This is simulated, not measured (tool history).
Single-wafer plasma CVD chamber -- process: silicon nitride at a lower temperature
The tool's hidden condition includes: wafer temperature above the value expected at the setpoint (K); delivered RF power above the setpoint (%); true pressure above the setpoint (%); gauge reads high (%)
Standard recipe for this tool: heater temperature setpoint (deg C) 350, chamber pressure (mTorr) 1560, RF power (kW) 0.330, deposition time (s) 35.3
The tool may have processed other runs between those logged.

| run | day | heater temperature setpoint (deg C) | chamber pressure (mTorr) | RF power (kW) | deposition time (s) | wafers since the last listed run | hours since the last thermocouple change | hours since the last RF generator calibration | hours since the last manometer calibration | hours since the showerhead was replaced | hours since the gauge calibration | read-back reference wafer on the same gauge, thickness_nm | mean film thickness on the monitor wafer (angstrom) |
|---|---|---|---|---|---|---|---|---|---|---|---|---|---|
| 1 | 0.000 | 350 | 1770 | 0.330 | 35.3 | 0 | 2009.0 | 1546.6 | 1719.5 | 3450.0 | 40.4 | 38.612 | 430.95 |
|  | 0.442 | showerhead replaced |
| 2 | 0.571 | 350 | 1560 | 0.330 | 35.3 | 149 | 2022.7 | 1560.3 | 1733.2 | 3.1 | 54.1 | 38.625 | 419.69 |
| 3 | 1.038 | 350 | 1560 | 0.330 | 35.3 | 294 | 2033.9 | 1571.5 | 1744.4 | 14.3 | 65.3 | 38.591 | 422.27 |
| 4 | 1.346 | 350 | 1560 | 0.355 | 35.3 | 194 | 2041.3 | 1578.9 | 1751.8 | 21.7 | 72.7 | 38.654 | 440.98 |
| 5 | 1.833 | 350 | 1560 | 0.375 | 35.3 | 307 | 2053.0 | 1590.6 | 1763.5 | 33.4 | 84.4 | 38.598 | 464.36 |
| 6 | 2.567 | 350 | 1560 | 0.375 | 35.3 | 462 | 2070.6 | 1608.2 | 1781.1 | 51.0 | 102.0 | 38.591 | 464.57 |
| 7 | 2.929 | 350 | 1560 | 0.375 | 35.3 | 228 | 2079.3 | 1616.9 | 1789.8 | 59.7 | 110.7 | 38.603 | 463.65 |
|  | 3.267 | capacitance manometer re-zeroed and calibrated |
| 8 | 3.412 | 350 | 1560 | 0.330 | 38.8 | 94 | 2090.9 | 1628.5 | 3.5 | 71.3 | 122.3 | 38.612 | 457.68 |
| 9 | 3.779 | 357 | 1430 | 0.295 | 40.3 | 231 | 2099.7 | 1637.3 | 12.3 | 80.1 | 131.1 | 38.613 | 417.47 |
| 10 | 4.442 | 357 | 1840 | 0.330 | 40.6 | 418 | 2115.6 | 1653.2 | 28.2 | 96.0 | 147.0 | 38.546 | 499.29 |
| 11 | 4.900 | 359 | 1560 | 0.330 | 35.3 | 289 | 2126.6 | 1664.2 | 39.2 | 107.0 | 158.0 | 38.622 | 414.62 |
| 12 | 5.525 | 358 | 1560 | 0.285 | 35.3 | 394 | 2141.6 | 1679.2 | 54.2 | 122.0 | 173.0 | 38.549 | 363.63 |
| 13 | 5.975 | 355 | 1560 | 0.380 | 35.3 | 283 | 2152.4 | 1690.0 | 65.0 | 132.8 | 183.8 | 38.567 | 465.93 |
| 14 | 6.458 | 357 | 1770 | 0.265 | 29.3 | 304 | 2164.0 | 1701.6 | 76.6 | 144.4 | 195.4 | 38.653 | 286.69 |
|  | 6.967 | RF generator calibrated |
| 15 | 6.988 | 350 | 1560 | 0.330 | 35.3 | 123 | 2176.7 | 0.5 | 89.3 | 157.1 | 208.1 | 38.569 | 448.23 |
| 16 | 7.367 | 350 | 1410 | 0.330 | 35.3 | 239 | 2185.8 | 9.6 | 98.4 | 166.2 | 217.2 | 38.654 | 437.72 |
|  | 7.867 | thermocouple changed; heater temperature recalibrated |
| 17 | 7.888 | 335 | 1560 | 0.330 | 42.2 | 118 | 0.5 | 22.1 | 110.9 | 178.7 | 229.7 | 38.523 | 545.45 |
| 18 | 8.183 | 345 | 1560 | 0.310 | 33.3 | 186 | 7.6 | 29.2 | 118.0 | 185.8 | 236.8 | 38.690 | 402.27 |
| 19 | 8.492 | 350 | 1560 | 0.330 | 35.3 | 194 | 15.0 | 36.6 | 125.4 | 193.2 | 244.2 | 38.643 | 448.15 |
| 20 | 8.962 | 350 | 1680 | 0.330 | 35.3 | 297 | 26.3 | 47.9 | 136.7 | 204.5 | 255.5 | 38.660 | 457.05 |
| 21 | 9.308 | 350 | 1560 | 0.330 | 35.3 | 218 | 34.6 | 56.2 | 145.0 | 212.8 | 263.8 | 38.606 | 450.53 |
| 22 | 9.688 | 350 | 1560 | 0.330 | 30.6 | 239 | 43.7 | 65.3 | 154.1 | 221.9 | 272.9 | 38.606 | 391.67 |
| 23 | 10.212 | 358 | 1560 | 0.330 | 35.3 | 331 | 56.3 | 77.9 | 166.7 | 234.5 | 285.5 | 38.561 | 449.08 |
| 24 | 10.600 | 350 | 1560 | 0.290 | 31.3 | 244 | 65.6 | 87.2 | 176.0 | 243.8 | 294.8 | 38.623 | 353.91 |
| 25 | 10.938 | 350 | 1170 | 0.330 | 35.3 | 212 | 73.7 | 95.3 | 184.1 | 251.9 | 302.9 | 38.628 | 415.16 |
| 26 | 11.379 | 358 | 1560 | 0.330 | 35.3 | 278 | 84.3 | 105.9 | 194.7 | 262.5 | 313.5 | 38.580 | 447.35 |
| 27 | 11.988 | 350 | 1560 | 0.330 | 35.3 | 383 | 98.9 | 120.5 | 209.3 | 277.1 | 328.1 | 38.560 | 449.82 |
| 28 | 12.496 | 355 | 1430 | 0.305 | 33.4 | 320 | 111.1 | 132.7 | 221.5 | 289.3 | 340.3 | 38.650 | 384.37 |

What would each run have given without the hidden state, its run-to-run variation left as it was?
| run | mean film thickness on the monitor wafer (angstrom) |
|---|---|
| 1 | 464.20 |
| 2 | 452.38 |
| 3 | 455.42 |
| 4 | 474.44 |
| 5 | 499.61 |
| 6 | 500.26 |
| 7 | 499.46 |
| 8 | 495.00 |
| 9 | 453.36 |
| 10 | 540.67 |
| 11 | 449.23 |
| 12 | 396.15 |
| 13 | 503.34 |
| 14 | 313.37 |
| 15 | 449.42 |
| 16 | 439.06 |
| 17 | 547.42 |
| 18 | 403.84 |
| 19 | 450.05 |
| 20 | 459.20 |
| 21 | 452.82 |
| 22 | 393.81 |
| 23 | 451.78 |
| 24 | 356.25 |
| 25 | 417.97 |
| 26 | 450.60 |
| 27 | 453.37 |
| 28 | 387.70 |

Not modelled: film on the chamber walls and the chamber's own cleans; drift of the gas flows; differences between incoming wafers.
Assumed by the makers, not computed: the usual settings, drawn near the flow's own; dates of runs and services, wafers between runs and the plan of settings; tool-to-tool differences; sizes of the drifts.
